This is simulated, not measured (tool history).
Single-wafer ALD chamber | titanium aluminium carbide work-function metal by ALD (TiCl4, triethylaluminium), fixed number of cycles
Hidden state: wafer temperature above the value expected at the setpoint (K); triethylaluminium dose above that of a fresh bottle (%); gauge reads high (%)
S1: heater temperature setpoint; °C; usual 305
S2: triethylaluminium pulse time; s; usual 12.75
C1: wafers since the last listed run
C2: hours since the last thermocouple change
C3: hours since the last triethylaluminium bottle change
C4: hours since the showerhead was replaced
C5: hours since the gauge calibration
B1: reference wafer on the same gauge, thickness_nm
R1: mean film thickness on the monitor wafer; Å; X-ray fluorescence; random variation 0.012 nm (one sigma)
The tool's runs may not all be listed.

run 1 hour=0.0 | S1=305 S2=12.75 | C1=0 C2=1494.7 C3=193.5 C4=1576.3 C5=2425.9 | B1=2.150 | R1=21.56
run 2 hour=39.4 | S1=305 S2=12.75 | C1=397 C2=1534.1 C3=232.9 C4=1615.7 C5=2465.3 | B1=2.151 | R1=21.69
run 3 hour=99.7 | S1=305 S2=12.75 | C1=608 C2=1594.4 C3=293.2 C4=1676.0 C5=2525.6 | B1=2.148 | R1=21.50
run 4 hour=165.9 | S1=305 S2=12.75 | C1=667 C2=1660.6 C3=359.4 C4=1742.2 C5=2591.8 | B1=2.153 | R1=21.58
run 5 hour=204.5 | S1=305 S2=12.75 | C1=389 C2=1699.2 C3=398.0 C4=1780.8 C5=2630.4 | B1=2.150 | R1=21.59
run 6 hour=283.7 | S1=305 S2=12.75 | C1=798 C2=1778.4 C3=477.2 C4=1860.0 C5=2709.6 | B1=2.153 | R1=21.44
run 7 hour=329.4 | S1=305 S2=12.75 | C1=460 C2=1824.1 C3=522.9 C4=1905.7 C5=2755.3 | B1=2.152 | R1=21.42
run 8 hour=429.2 | S1=305 S2=12.75 | C1=1006 C2=1923.9 C3=622.7 C4=2005.5 C5=2855.1 | B1=2.149 | R1=21.56
run 9 hour=518.1 | S1=297 S2=12.75 | C1=896 C2=2012.8 C3=711.6 C4=2094.4 C5=2944.0 | B1=2.151 | R1=20.83
run 10 hour=625.2 | S1=297 S2=12.75 | C1=1079 C2=2119.9 C3=818.7 C4=2201.5 C5=3051.1 | B1=2.147 | R1=20.77
run 11 hour=688.2 | S1=297 S2=12.75 | C1=635 C2=2182.9 C3=881.7 C4=2264.5 C5=3114.1 | B1=2.151 | R1=20.77
run 12 hour=758.3 | S1=305 S2=12.75 | C1=706 C2=2253.0 C3=951.8 C4=2334.6 C5=3184.2 | B1=2.153 | R1=21.46
run 13 hour=824.3 | S1=314 S2=12.75 | C1=665 C2=2319.0 C3=1017.8 C4=2400.6 C5=3250.2 | B1=2.149 | R1=22.35
run 14 hour=911.9 | S1=314 S2=12.75 | C1=883 C2=2406.6 C3=1105.4 C4=2488.2 C5=3337.8 | B1=2.148 | R1=22.06
run 15 hour=951.4 | S1=305 S2=12.75 | C1=398 C2=2446.1 C3=1144.9 C4=2527.7 C5=3377.3 | B1=2.151 | R1=21.22
run 16 hour=1017.6 | S1=290 S2=17.77 | C1=667 C2=2512.3 C3=1211.1 C4=2593.9 C5=3443.5 | B1=2.152 | R1=20.61
-- hour=1081.2 showerhead replaced, of another model than before
-- hour=1279.3 thermocouple changed; heater temperature recalibrated
run 17 hour=1337.7 | S1=314 S2=10.60 | C1=3066 C2=58.4 C3=1531.2 C4=256.5 C5=3763.6 | B1=2.148 | R1=20.49
run 18 hour=1412.3 | S1=316 S2=12.75 | C1=752 C2=133.0 C3=1605.8 C4=331.1 C5=3838.2 | B1=2.152 | R1=21.38
run 19 hour=1484.8 | S1=313 S2=15.80 | C1=731 C2=205.5 C3=1678.3 C4=403.6 C5=3910.7 | B1=2.149 | R1=22.21
run 20 hour=1527.3 | S1=316 S2=8.55 | C1=428 C2=248.0 C3=1720.8 C4=446.1 C5=3953.2 | B1=2.149 | R1=18.07
run 21 hour=1573.3 | S1=305 S2=17.35 | C1=463 C2=294.0 C3=1766.8 C4=492.1 C5=3999.2 | B1=2.152 | R1=21.29
-- hour=1660.2 gauge calibrated
-- hour=1742.4 triethylaluminium bottle replaced
run 22 hour=1847.0 | S1=293 S2=16.07 | C1=2679 C2=567.7 C3=104.6 C4=765.8 C5=186.8 | B1=2.148 | R1=20.66
run 23 hour=1907.8 | S1=293 S2=16.07 | C1=613 C2=628.5 C3=165.4 C4=826.6 C5=247.6 | B1=2.149 | R1=20.73
run 24 hour=1970.3 | S1=305 S2=16.88 | C1=630 C2=691.0 C3=227.9 C4=889.1 C5=310.1 | B1=2.150 | R1=21.69
run 25 hour=2056.6 | S1=305 S2=12.75 | C1=870 C2=777.3 C3=314.2 C4=975.4 C5=396.4 | B1=2.150 | R1=21.39
run 26 hour=2123.8 | S1=293 S2=10.71 | C1=677 C2=844.5 C3=381.4 C4=1042.6 C5=463.6 | B1=2.149 | R1=19.62
run 27 hour=2178.1 | S1=305 S2=12.75 | C1=547 C2=898.8 C3=435.7 C4=1096.9 C5=517.9 | B1=2.151 | R1=21.37
run 28 hour=2321.0 | S1=311 S2=12.75 | C1=1440 C2=1041.7 C3=578.6 C4=1239.8 C5=660.8 | B1=2.151 | R1=21.65
run 29 hour=2369.8 | S1=305 S2=12.75 | C1=492 C2=1090.5 C3=627.4 C4=1288.6 C5=709.6 | B1=2.152 | R1=21.05
run 30 hour=2450.9 | S1=297 S2=12.75 | C1=817 C2=1171.6 C3=708.5 C4=1369.7 C5=790.7 | B1=2.151 | R1=20.40
run 31 hour=2549.2 | S1=291 S2=8.39 | C1=991 C2=1269.9 C3=806.8 C4=1468.0 C5=889.0 | B1=2.148 | R1=17.52
run 32 hour=2605.6 | S1=305 S2=12.75 | C1=568 C2=1326.3 C3=863.2 C4=1524.4 C5=945.4 | B1=2.153 | R1=20.90
run 33 hour=2658.6 | S1=305 S2=12.75 | C1=534 C2=1379.3 C3=916.2 C4=1577.4 C5=998.4 | B1=2.152 | R1=20.93
run 34 hour=2733.0 | S1=316 S2=9.60 | C1=750 C2=1453.7 C3=990.6 C4=1651.8 C5=1072.8 | B1=2.148 | R1=20.20

3 ways to go on from here, each from the tool as it stands after run 34. What would each give?
run A hour=2733.4 | S1=292 S2=12.75 | C1=4 C2=1454.1 C3=991.0 C4=1652.2 C5=1073.2 | B1=? | R1=?
run B hour=2733.4 | S1=305 S2=15.27 | C1=4 C2=1454.1 C3=991.0 C4=1652.2 C5=1073.2 | B1=? | R1=?
run C hour=2733.4 | S1=305 S2=10.95 | C1=4 C2=1454.1 C3=991.0 C4=1652.2 C5=1073.2 | B1=? | R1=?

run=A B1=2.152 R1=19.99
run=B B1=2.152 R1=21.62
run=C B1=2.152 R1=20.30
Without the tool's hidden state the same runs would have given:
run=A R1=20.79
run=B R1=22.07
run=C R1=21.58

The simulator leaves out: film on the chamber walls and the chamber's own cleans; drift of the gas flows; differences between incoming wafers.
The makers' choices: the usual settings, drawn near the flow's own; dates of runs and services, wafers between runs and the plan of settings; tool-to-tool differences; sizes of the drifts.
